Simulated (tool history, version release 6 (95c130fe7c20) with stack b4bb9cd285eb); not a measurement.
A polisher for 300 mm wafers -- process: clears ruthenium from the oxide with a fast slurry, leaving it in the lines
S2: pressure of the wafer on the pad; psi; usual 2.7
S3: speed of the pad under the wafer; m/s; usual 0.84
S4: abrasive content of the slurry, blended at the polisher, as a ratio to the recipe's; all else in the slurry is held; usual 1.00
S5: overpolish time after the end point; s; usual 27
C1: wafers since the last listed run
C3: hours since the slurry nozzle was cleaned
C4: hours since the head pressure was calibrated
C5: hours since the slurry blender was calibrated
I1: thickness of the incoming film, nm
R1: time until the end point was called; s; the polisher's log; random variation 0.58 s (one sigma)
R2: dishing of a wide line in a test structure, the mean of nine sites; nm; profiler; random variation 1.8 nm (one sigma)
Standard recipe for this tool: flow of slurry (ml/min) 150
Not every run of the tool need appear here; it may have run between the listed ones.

{"run": 1, "day": 0.0, "flow of slurry (ml/min)": 185, "S2": 2.7, "S3": 0.84, "S4": 1.0, "S5": 27, "C1": 0, "wafers polished on this pad": 286, "C3": 220.0, "C4": 90.9, "C5": 93.0, "I1": 241.0, "R1": 54.7, "R2": 81.1}
{"run": 2, "day": 0.8, "flow of slurry (ml/min)": 185, "S2": 2.7, "S3": 0.84, "S4": 1.0, "S5": 27, "C1": 117, "wafers polished on this pad": 403, "C3": 239.2, "C4": 110.1, "C5": 112.2, "I1": 240.1, "R1": 54.7, "R2": 77.4}
{"run": 3, "day": 2.096, "flow of slurry (ml/min)": 185, "S2": 2.7, "S3": 0.84, "S4": 1.0, "S5": 27, "C1": 189, "wafers polished on this pad": 593, "C3": 270.3, "C4": 141.2, "C5": 143.3, "I1": 239.0, "R1": 55.4, "R2": 80.4}
{"run": 4, "day": 3.475, "flow of slurry (ml/min)": 150, "S2": 2.7, "S3": 0.84, "S4": 1.0, "S5": 27, "C1": 202, "wafers polished on this pad": 795, "C3": 303.4, "C4": 174.3, "C5": 176.4, "I1": 241.0, "R1": 56.9, "R2": 77.8}
{"run": 5, "day": 4.029, "flow of slurry (ml/min)": 150, "S2": 2.7, "S3": 0.84, "S4": 1.0, "S5": 27, "C1": 81, "wafers polished on this pad": 876, "C3": 316.7, "C4": 187.6, "C5": 189.7, "I1": 237.3, "R1": 55.8, "R2": 76.6}
{"run": 6, "day": 5.433, "flow of slurry (ml/min)": 150, "S2": 2.7, "S3": 0.84, "S4": 1.0, "S5": 27, "C1": 205, "wafers polished on this pad": 1082, "C3": 350.4, "C4": 221.3, "C5": 223.4, "I1": 240.9, "R1": 54.5, "R2": 73.6}
{"day": 5.7, "done": "slurry blender recalibrated"}
{"run": 7, "day": 6.596, "flow of slurry (ml/min)": 150, "S2": 3.0, "S3": 0.64, "S4": 0.7, "S5": 27, "C1": 158, "wafers polished on this pad": 1240, "C3": 378.3, "C4": 249.2, "C5": 21.5, "I1": 240.8, "R1": 83.4, "R2": 56.2}
{"day": 7.608, "done": "slurry nozzle cleaned"}
{"run": 8, "day": 7.683, "flow of slurry (ml/min)": 185, "S2": 2.7, "S3": 0.84, "S4": 1.0, "S5": 27, "C1": 153, "wafers polished on this pad": 1393, "C3": 1.8, "C4": 275.3, "C5": 47.6, "I1": 235.4, "R1": 53.7, "R2": 78.4}
{"run": 9, "day": 8.846, "flow of slurry (ml/min)": 195, "S2": 2.7, "S3": 0.84, "S4": 1.25, "S5": 27, "C1": 170, "wafers polished on this pad": 1564, "C3": 29.7, "C4": 303.2, "C5": 75.5, "I1": 243.3, "R1": 49.0, "R2": 89.2}
{"day": 9.558, "done": "worn pad replaced by a new one"}
{"run": 10, "day": 9.988, "flow of slurry (ml/min)": 150, "S2": 2.7, "S3": 0.84, "S4": 1.0, "S5": 27, "C1": 142, "wafers polished on this pad": 62, "C3": 57.1, "C4": 330.6, "C5": 102.9, "I1": 239.2, "R1": 54.5, "R2": 77.9}
{"run": 11, "day": 11.458, "flow of slurry (ml/min)": 150, "S2": 2.7, "S3": 0.84, "S4": 1.0, "S5": 27, "C1": 215, "wafers polished on this pad": 278, "C3": 92.4, "C4": 365.9, "C5": 138.2, "I1": 237.8, "R1": 55.5, "R2": 78.9}
{"run": 12, "day": 12.812, "flow of slurry (ml/min)": 150, "S2": 2.7, "S3": 0.84, "S4": 1.0, "S5": 27, "C1": 198, "wafers polished on this pad": 476, "C3": 124.9, "C4": 398.4, "C5": 170.7, "I1": 237.4, "R1": 55.0, "R2": 76.5}
{"day": 15.55, "done": "slurry blender recalibrated"}
{"run": 13, "day": 16.758, "flow of slurry (ml/min)": 150, "S2": 2.7, "S3": 0.84, "S4": 1.0, "S5": 27, "C1": 565, "wafers polished on this pad": 1042, "C3": 219.6, "C4": 493.1, "C5": 29.0, "I1": 236.5, "R1": 53.7, "R2": 77.1}
{"run": 14, "day": 17.867, "flow of slurry (ml/min)": 150, "S2": 2.7, "S3": 1.0, "S4": 1.0, "S5": 27, "C1": 162, "wafers polished on this pad": 1205, "C3": 246.2, "C4": 519.7, "C5": 55.6, "I1": 238.7, "R1": 46.4, "R2": 88.7}
{"run": 15, "day": 18.488, "flow of slurry (ml/min)": 150, "S2": 2.7, "S3": 0.84, "S4": 1.0, "S5": 27, "C1": 90, "wafers polished on this pad": 1296, "C3": 261.1, "C4": 534.6, "C5": 70.5, "I1": 243.1, "R1": 55.3, "R2": 79.1}
{"run": 16, "day": 19.567, "flow of slurry (ml/min)": 150, "S2": 3.0, "S3": 0.84, "S4": 1.0, "S5": 27, "C1": 158, "wafers polished on this pad": 1454, "C3": 287.0, "C4": 560.5, "C5": 96.4, "I1": 241.9, "R1": 50.5, "R2": 83.8}
{"run": 17, "day": 20.121, "flow of slurry (ml/min)": 115, "S2": 2.7, "S3": 0.66, "S4": 1.0, "S5": 22, "C1": 81, "wafers polished on this pad": 1535, "C3": 300.3, "C4": 573.8, "C5": 109.7, "I1": 243.9, "R1": 73.0, "R2": 52.6}
{"run": 18, "day": 20.733, "flow of slurry (ml/min)": 150, "S2": 2.7, "S3": 0.84, "S4": 1.0, "S5": 15, "C1": 89, "wafers polished on this pad": 1625, "C3": 315.0, "C4": 588.5, "C5": 124.4, "I1": 241.6, "R1": 54.7, "R2": 48.4}
{"day": 21.242, "done": "worn pad replaced by a new one"}
{"run": 19, "day": 21.542, "flow of slurry (ml/min)": 150, "S2": 3.4, "S3": 0.84, "S4": 1.15, "S5": 38, "C1": 94, "wafers polished on this pad": 43, "C3": 334.4, "C4": 607.9, "C5": 143.8, "I1": 242.2, "R1": 43.4, "R2": 120.6}
{"run": 20, "day": 22.546, "flow of slurry (ml/min)": 100, "S2": 2.7, "S3": 0.92, "S4": 1.0, "S5": 18, "C1": 147, "wafers polished on this pad": 190, "C3": 358.5, "C4": 632.0, "C5": 167.9, "I1": 242.0, "R1": 53.1, "R2": 59.5}
{"run": 21, "day": 23.121, "flow of slurry (ml/min)": 150, "S2": 2.7, "S3": 0.84, "S4": 0.8, "S5": 20, "C1": 84, "wafers polished on this pad": 275, "C3": 372.3, "C4": 645.8, "C5": 181.7, "I1": 238.3, "R1": 60.7, "R2": 54.4}
{"run": 22, "day": 24.25, "flow of slurry (ml/min)": 165, "S2": 2.7, "S3": 0.84, "S4": 1.0, "S5": 41, "C1": 165, "wafers polished on this pad": 440, "C3": 399.4, "C4": 672.9, "C5": 208.8, "I1": 240.6, "R1": 52.6, "R2": 107.0}
{"day": 24.8, "done": "slurry nozzle cleaned"}
{"run": 23, "day": 24.821, "flow of slurry (ml/min)": 150, "S2": 3.3, "S3": 0.84, "S4": 1.0, "S5": 27, "C1": 77, "wafers polished on this pad": 518, "C3": 0.5, "C4": 686.6, "C5": 222.5, "I1": 240.8, "R1": 47.2, "R2": 87.8}
{"run": 24, "day": 25.633, "flow of slurry (ml/min)": 165, "S2": 3.3, "S3": 1.06, "S4": 1.0, "S5": 27, "C1": 119, "wafers polished on this pad": 637, "C3": 20.0, "C4": 706.1, "C5": 242.0, "I1": 237.8, "R1": 37.0, "R2": 102.8}
{"run": 25, "day": 26.575, "flow of slurry (ml/min)": 150, "S2": 2.7, "S3": 0.84, "S4": 1.0, "S5": 40, "C1": 137, "wafers polished on this pad": 775, "C3": 42.6, "C4": 728.7, "C5": 264.6, "I1": 240.6, "R1": 54.6, "R2": 105.3}
{"run": 26, "day": 27.146, "flow of slurry (ml/min)": 150, "S2": 2.7, "S3": 0.84, "S4": 1.0, "S5": 27, "C1": 83, "wafers polished on this pad": 858, "C3": 56.3, "C4": 742.4, "C5": 278.3, "I1": 237.5, "R1": 53.8, "R2": 77.2}
{"day": 27.604, "done": "slurry blender recalibrated"}
{"run": 27, "day": 28.371, "flow of slurry (ml/min)": 150, "S2": 2.7, "S3": 0.84, "S4": 1.15, "S5": 27, "C1": 167, "wafers polished on this pad": 1026, "C3": 85.7, "C4": 771.8, "C5": 18.4, "I1": 242.0, "R1": 50.6, "R2": 83.5}
{"run": 28, "day": 29.158, "flow of slurry (ml/min)": 160, "S2": 2.7, "S3": 0.84, "S4": 1.0, "S5": 27, "C1": 115, "wafers polished on this pad": 1141, "C3": 104.6, "C4": 790.7, "C5": 37.3, "I1": 240.7, "R1": 54.0, "R2": 83.2}
{"run": 29, "day": 30.542, "flow of slurry (ml/min)": 120, "S2": 2.7, "S3": 0.72, "S4": 1.15, "S5": 35, "C1": 202, "wafers polished on this pad": 1344, "C3": 137.8, "C4": 823.9, "C5": 70.5, "I1": 237.6, "R1": 60.1, "R2": 89.1}

Predict each of these 3 candidate next runs independently; none follows another, all start after run 29:
{"run": "A", "day": 30.558, "flow of slurry (ml/min)": 150, "S2": 2.7, "S3": 0.84, "S4": 1.25, "S5": 27, "C1": 2, "wafers polished on this pad": 1346, "C3": 138.2, "C4": 824.3, "C5": 70.9, "I1": 241.2, "R1": "?", "R2": "?"}
{"run": "B", "day": 30.558, "flow of slurry (ml/min)": 190, "S2": 2.2, "S3": 0.84, "S4": 0.85, "S5": 42, "C1": 2, "wafers polished on this pad": 1346, "C3": 138.2, "C4": 824.3, "C5": 70.9, "I1": 241.2, "R1": "?", "R2": "?"}
{"run": "C", "day": 30.558, "flow of slurry (ml/min)": 115, "S2": 3.6, "S3": 0.84, "S4": 0.9, "S5": 22, "C1": 2, "wafers polished on this pad": 1346, "C3": 138.2, "C4": 824.3, "C5": 70.9, "I1": 241.2, "R1": "?", "R2": "?"}

run=A R1=49.0 R2=85.4
run=B R1=65.6 R2=95.9
run=C R1=49.3 R2=72.1
Had the tool no hidden state, the same runs would have come out as:
run=A R1=52.0 R2=81.5
run=B R1=69.6 R2=91.7
run=C R1=52.3 R2=68.7

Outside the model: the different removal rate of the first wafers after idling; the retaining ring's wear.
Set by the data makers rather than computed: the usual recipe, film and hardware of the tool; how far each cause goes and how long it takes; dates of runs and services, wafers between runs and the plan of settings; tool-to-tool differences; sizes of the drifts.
